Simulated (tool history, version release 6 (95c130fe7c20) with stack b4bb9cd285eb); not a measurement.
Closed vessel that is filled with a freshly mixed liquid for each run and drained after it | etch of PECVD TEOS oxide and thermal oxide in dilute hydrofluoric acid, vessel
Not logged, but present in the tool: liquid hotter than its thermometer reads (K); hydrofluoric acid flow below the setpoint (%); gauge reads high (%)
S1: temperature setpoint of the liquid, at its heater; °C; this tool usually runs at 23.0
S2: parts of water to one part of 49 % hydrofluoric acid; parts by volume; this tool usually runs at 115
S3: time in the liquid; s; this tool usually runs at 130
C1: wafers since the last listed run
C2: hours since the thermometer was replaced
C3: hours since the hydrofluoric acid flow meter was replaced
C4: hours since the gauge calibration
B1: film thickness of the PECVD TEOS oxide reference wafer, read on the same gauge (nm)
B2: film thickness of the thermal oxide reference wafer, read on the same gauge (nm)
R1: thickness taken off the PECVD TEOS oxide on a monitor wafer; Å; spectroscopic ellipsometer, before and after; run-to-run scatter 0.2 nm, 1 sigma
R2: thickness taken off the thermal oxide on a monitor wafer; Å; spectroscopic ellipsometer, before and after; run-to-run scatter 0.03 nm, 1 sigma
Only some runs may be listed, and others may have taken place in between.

run	hour	S1	S2	S3	C1	C2	C3	C4	B1	B2	R1	R2
1	0.0	23.0	115	130	0	490.5	1411.4	193.5	100.00	40.012	263.8	45.43
2	55.5	23.0	115	130	6087	546.0	1466.9	249.0	100.01	39.993	262.1	45.80
# hour 85.4: thermometer replaced
3	155.0	23.0	115	130	10803	69.6	1566.4	348.5	99.98	39.988	258.8	45.07
4	213.2	23.0	70	175	6383	127.8	1624.6	406.7	100.01	40.000	619.2	105.98
5	262.2	23.0	70	175	5374	176.8	1673.6	455.7	99.98	39.992	612.3	105.91
6	356.2	23.0	70	175	10309	270.8	1767.6	549.7	100.01	39.999	603.5	105.22
7	423.9	21.0	115	130	7425	338.5	1835.3	617.4	99.99	40.003	236.2	40.72
8	514.8	21.0	115	130	9969	429.4	1926.2	708.3	99.98	40.008	231.2	40.73
9	561.0	21.0	115	130	5067	475.6	1972.4	754.5	99.97	40.005	233.4	40.36
10	606.1	23.0	140	160	4946	520.7	2017.5	799.6	99.99	40.034	247.5	42.55
# hour 619.3: hydrofluoric acid flow meter replaced
# hour 627.0: thermometer replaced
11	644.8	23.0	115	130	4025	17.8	25.5	838.3	99.97	40.001	291.8	50.72
12	694.3	23.0	115	130	5429	67.3	75.0	887.8	100.00	39.995	295.0	50.95
13	782.1	21.5	150	160	9629	155.1	162.8	975.6	100.01	39.987	251.5	42.92
14	899.3	25.5	150	150	12854	272.3	280.0	1092.8	99.99	39.996	274.3	46.96
# hour 934.4: gauge calibrated
15	950.9	23.0	115	130	5659	323.9	331.6	16.5	100.00	40.005	287.0	49.92

Run 16 is up next; what results do you expect?
16	991.1	23.0	115	90	4409	364.1	371.8	56.7	?	?	?	?

Run 16 produced B1 99.99, B2 40.006, R1 198.2 Å, R2 34.71 Å.
Without the tool's hidden state the same run would have given R1 203.8 Å, R2 35.69 Å.

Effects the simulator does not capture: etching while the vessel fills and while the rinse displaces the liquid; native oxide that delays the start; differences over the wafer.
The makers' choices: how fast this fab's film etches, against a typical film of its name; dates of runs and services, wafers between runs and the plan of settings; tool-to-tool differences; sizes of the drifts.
